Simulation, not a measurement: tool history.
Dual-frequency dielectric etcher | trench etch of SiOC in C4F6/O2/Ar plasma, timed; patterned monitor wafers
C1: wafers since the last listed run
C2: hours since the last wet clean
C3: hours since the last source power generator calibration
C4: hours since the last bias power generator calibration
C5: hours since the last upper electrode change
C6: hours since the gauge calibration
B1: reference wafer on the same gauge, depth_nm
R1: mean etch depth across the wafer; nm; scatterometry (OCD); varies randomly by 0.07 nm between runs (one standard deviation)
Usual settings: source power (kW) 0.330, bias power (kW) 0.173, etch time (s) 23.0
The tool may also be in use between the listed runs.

run 1 hour=0.0 | source_power_(kW)=0.330 bias_power_(kW)=0.186 etch_time_(s)=23.0 | C1=0 C2=505.7 C3=2308.9 C4=2179.9 C5=4750.9 C6=179.7 | B1=45.90 | R1=47.46
run 2 hour=41.7 | source_power_(kW)=0.330 bias_power_(kW)=0.186 etch_time_(s)=23.0 | C1=803 C2=547.4 C3=2350.6 C4=2221.6 C5=4792.6 C6=221.4 | B1=45.91 | R1=47.30
run 3 hour=51.4 | source_power_(kW)=0.330 bias_power_(kW)=0.173 etch_time_(s)=23.0 | C1=186 C2=557.1 C3=2360.3 C4=2231.3 C5=4802.3 C6=231.1 | B1=45.90 | R1=46.66
run 4 hour=59.5 | source_power_(kW)=0.330 bias_power_(kW)=0.173 etch_time_(s)=23.0 | C1=156 C2=565.2 C3=2368.4 C4=2239.4 C5=4810.4 C6=239.2 | B1=45.91 | R1=46.76
run 5 hour=69.0 | source_power_(kW)=0.330 bias_power_(kW)=0.173 etch_time_(s)=23.0 | C1=183 C2=574.7 C3=2377.9 C4=2248.9 C5=4819.9 C6=248.7 | B1=45.90 | R1=46.63
-- hour=104.0 wet clean of the chamber
run 6 hour=104.5 | source_power_(kW)=0.330 bias_power_(kW)=0.173 etch_time_(s)=23.0 | C1=221 C2=0.5 C3=2413.4 C4=2284.4 C5=4855.4 C6=284.2 | B1=45.91 | R1=47.64
run 7 hour=104.8 | source_power_(kW)=0.330 bias_power_(kW)=0.149 etch_time_(s)=20.0 | C1=5 C2=0.8 C3=2413.7 C4=2284.7 C5=4855.7 C6=284.5 | B1=45.91 | R1=40.21
run 8 hour=109.0 | source_power_(kW)=0.330 bias_power_(kW)=0.173 etch_time_(s)=23.0 | C1=80 C2=5.0 C3=2417.9 C4=2288.9 C5=4859.9 C6=288.7 | B1=45.90 | R1=47.71
run 9 hour=117.5 | source_power_(kW)=0.280 bias_power_(kW)=0.150 etch_time_(s)=25.5 | C1=163 C2=13.5 C3=2426.4 C4=2297.4 C5=4868.4 C6=297.2 | B1=45.91 | R1=46.42
run 10 hour=134.4 | source_power_(kW)=0.330 bias_power_(kW)=0.173 etch_time_(s)=29.5 | C1=325 C2=30.4 C3=2443.3 C4=2314.3 C5=4885.3 C6=314.1 | B1=45.90 | R1=61.24
run 11 hour=148.8 | source_power_(kW)=0.330 bias_power_(kW)=0.173 etch_time_(s)=23.0 | C1=277 C2=44.8 C3=2457.7 C4=2328.7 C5=4899.7 C6=328.5 | B1=45.90 | R1=47.56
run 12 hour=165.3 | source_power_(kW)=0.330 bias_power_(kW)=0.173 etch_time_(s)=23.0 | C1=317 C2=61.3 C3=2474.2 C4=2345.2 C5=4916.2 C6=345.0 | B1=45.88 | R1=47.65
run 13 hour=173.6 | source_power_(kW)=0.330 bias_power_(kW)=0.186 etch_time_(s)=23.0 | C1=159 C2=69.6 C3=2482.5 C4=2353.5 C5=4924.5 C6=353.3 | B1=45.91 | R1=48.44
run 14 hour=181.9 | source_power_(kW)=0.270 bias_power_(kW)=0.133 etch_time_(s)=23.0 | C1=159 C2=77.9 C3=2490.8 C4=2361.8 C5=4932.8 C6=361.6 | B1=45.90 | R1=39.92
-- hour=183.6 gauge calibrated
run 15 hour=198.0 | source_power_(kW)=0.330 bias_power_(kW)=0.186 etch_time_(s)=23.0 | C1=310 C2=94.0 C3=2506.9 C4=2377.9 C5=4948.9 C6=14.4 | B1=45.90 | R1=48.33
run 16 hour=205.0 | source_power_(kW)=0.350 bias_power_(kW)=0.161 etch_time_(s)=29.0 | C1=134 C2=101.0 C3=2513.9 C4=2384.9 C5=4955.9 C6=21.4 | B1=45.88 | R1=61.09
run 17 hour=213.8 | source_power_(kW)=0.380 bias_power_(kW)=0.173 etch_time_(s)=23.0 | C1=169 C2=109.8 C3=2522.7 C4=2393.7 C5=4964.7 C6=30.2 | B1=45.90 | R1=51.41
run 18 hour=223.8 | source_power_(kW)=0.300 bias_power_(kW)=0.211 etch_time_(s)=26.5 | C1=192 C2=119.8 C3=2532.7 C4=2403.7 C5=4974.7 C6=40.2 | B1=45.90 | R1=54.28
-- hour=232.7 bias power generator calibrated
run 19 hour=233.7 | source_power_(kW)=0.330 bias_power_(kW)=0.184 etch_time_(s)=23.0 | C1=113 C2=129.7 C3=2542.6 C4=1.0 C5=4984.6 C6=50.1 | B1=45.90 | R1=48.18
-- hour=267.4 source power generator calibrated
run 20 hour=271.7 | source_power_(kW)=0.370 bias_power_(kW)=0.147 etch_time_(s)=28.0 | C1=655 C2=167.7 C3=4.3 C4=39.0 C5=5022.6 C6=88.1 | B1=45.90 | R1=58.31
-- hour=329.2 upper electrode replaced
run 21 hour=329.7 | source_power_(kW)=0.360 bias_power_(kW)=0.155 etch_time_(s)=16.5 | C1=655 C2=225.7 C3=62.3 C4=97.0 C5=0.5 C6=146.1 | B1=45.91 | R1=34.07
run 22 hour=333.3 | source_power_(kW)=0.360 bias_power_(kW)=0.173 etch_time_(s)=23.0 | C1=69 C2=229.3 C3=65.9 C4=100.6 C5=4.1 C6=149.7 | B1=45.89 | R1=48.59
run 23 hour=344.6 | source_power_(kW)=0.330 bias_power_(kW)=0.173 etch_time_(s)=27.0 | C1=217 C2=240.6 C3=77.2 C4=111.9 C5=15.4 C6=161.0 | B1=45.90 | R1=54.28
run 24 hour=385.7 | source_power_(kW)=0.300 bias_power_(kW)=0.153 etch_time_(s)=23.0 | C1=792 C2=281.7 C3=118.3 C4=153.0 C5=56.5 C6=202.1 | B1=45.90 | R1=42.62
run 25 hour=403.0 | source_power_(kW)=0.360 bias_power_(kW)=0.173 etch_time_(s)=27.5 | C1=333 C2=299.0 C3=135.6 C4=170.3 C5=73.8 C6=219.4 | B1=45.89 | R1=57.95
run 26 hour=411.5 | source_power_(kW)=0.260 bias_power_(kW)=0.187 etch_time_(s)=25.0 | C1=163 C2=307.5 C3=144.1 C4=178.8 C5=82.3 C6=227.9 | B1=45.89 | R1=44.27
run 27 hour=421.3 | source_power_(kW)=0.370 bias_power_(kW)=0.173 etch_time_(s)=16.5 | C1=188 C2=317.3 C3=153.9 C4=188.6 C5=92.1 C6=237.7 | B1=45.90 | R1=35.35
run 28 hour=434.1 | source_power_(kW)=0.390 bias_power_(kW)=0.173 etch_time_(s)=23.0 | C1=246 C2=330.1 C3=166.7 C4=201.4 C5=104.9 C6=250.5 | B1=45.90 | R1=50.67
run 29 hour=449.9 | source_power_(kW)=0.330 bias_power_(kW)=0.204 etch_time_(s)=23.0 | C1=304 C2=345.9 C3=182.5 C4=217.2 C5=120.7 C6=266.3 | B1=45.90 | R1=47.93
run 30 hour=457.5 | source_power_(kW)=0.330 bias_power_(kW)=0.173 etch_time_(s)=23.0 | C1=146 C2=353.5 C3=190.1 C4=224.8 C5=128.3 C6=273.9 | B1=45.90 | R1=46.21
run 31 hour=464.5 | source_power_(kW)=0.330 bias_power_(kW)=0.173 etch_time_(s)=23.0 | C1=134 C2=360.5 C3=197.1 C4=231.8 C5=135.3 C6=280.9 | B1=45.90 | R1=46.05

Branching from run 31: 3 alternative next runs. What would each branch give?
run A hour=464.9 | source_power_(kW)=0.330 bias_power_(kW)=0.173 etch_time_(s)=23.0 | C1=7 C2=360.9 C3=197.5 C4=232.2 C5=135.7 C6=281.3 | B1=? | R1=?
run B hour=464.9 | source_power_(kW)=0.410 bias_power_(kW)=0.173 etch_time_(s)=19.0 | C1=7 C2=360.9 C3=197.5 C4=232.2 C5=135.7 C6=281.3 | B1=? | R1=?
run C hour=464.9 | source_power_(kW)=0.270 bias_power_(kW)=0.156 etch_time_(s)=19.0 | C1=7 C2=360.9 C3=197.5 C4=232.2 C5=135.7 C6=281.3 | B1=? | R1=?

run=A B1=45.92 R1=46.23
run=B B1=45.92 R1=43.00
run=C B1=45.92 R1=33.10
Stripped of hidden state, with their random variation kept, the same runs would have yielded:
run=A R1=46.65
run=B R1=43.40
run=C R1=33.41
